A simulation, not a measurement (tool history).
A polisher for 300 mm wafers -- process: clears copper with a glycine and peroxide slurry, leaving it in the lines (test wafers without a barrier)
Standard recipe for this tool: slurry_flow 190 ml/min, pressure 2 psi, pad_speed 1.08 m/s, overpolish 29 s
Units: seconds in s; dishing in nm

run    hour  slurry_flow  pressure  pad_speed  overpolish  incoming thickness of the incoming film, nm  seconds  dishing
  1       0          190         2       1.08          29                                        543.6    131.2     58.4
  2    59.2          190         2       1.08          29                                        544.6    131.9     57.5
  3   157.1          190         2       1.08          29                                        535.2    126.4     57.5
  4   199.9          190         2       1.08          29                                        539.1    130.9     57.5
      221.8  -- slurry nozzle cleaned
      265.5  -- worn pad replaced by a new one
  5   281.4          190         2       1.08          29                                        550.3      132     58.9
  6   472.2          190         2       1.08          29                                        529.5    129.2     57.8
      488.1  -- head pressure recalibrated
  7   577.7          190         2       1.08          29                                        536.6    129.5     57.3
      583.2  -- slurry nozzle cleaned
      593.2  -- worn pad replaced by a new one
  8   634.1          190         2       1.08          29                                        543.5    132.1     57.3
  9   687.7          190         2       1.08          29                                        540.3    130.4     57.8
 10   770.1          190         2       1.08          29                                        544.6    130.2     57.9
 11   831.6          245       1.3        1.2          20                                        534.4    142.1     43.6
      892.9  -- worn pad replaced by a new one
      950.7  -- slurry nozzle cleaned
 12  1034.5          190         2       1.08          29                                        535.6    129.7     57.7
     1097.4  -- head pressure recalibrated
 13  1102.4          140       1.7       1.34          42                                          548    130.9       67
 14  1194.9          230       1.5       0.78          38                                        540.2    174.6       57
     1199.1  -- worn pad replaced by a new one
 15  1235.6          250         2       1.08          29                                          544    128.4     58.2
 16    1306          190       2.6       0.84          12                                        541.5    132.8     33.9
     1326.2  -- slurry nozzle cleaned
 17  1393.6          190         2       1.08          29                                        534.5    130.7     56.7
 18  1444.2          160       2.6       0.82          17                                        543.4    137.2     41.8
     1493.7  -- worn pad replaced by a new one
 19  1528.8          150         2       0.74          20                                        539.2      167     41.2
 20  1574.4          165       1.8        0.7          22                                        550.2    181.2     40.9
     1607.5  -- slurry nozzle cleaned
 21  1651.3          220         2       1.08          46                                        534.7    125.7     69.2

Each row is a separate what-if for the run after 21, all from the same tool condition, not one after another. Results?
  A  1651.8          150         2       1.08          29                                        536.2        ?        ?
  B  1651.8          190       2.5       0.88          44                                        536.2        ?        ?
  C  1651.8          170       1.8        0.9          16                                        536.2        ?        ?
  D  1651.8          125       2.4       0.76          36                                        536.2        ?        ?

run  seconds  dishing
  A      133     57.5
  B    128.7     70.8
  C    152.6     36.8
  D      153     61.4
Without the tool's hidden state the same runs would have given:
run  seconds  dishing
  A      133     57.5
  B    128.7     70.8
  C    152.6     36.8
  D      153     61.4
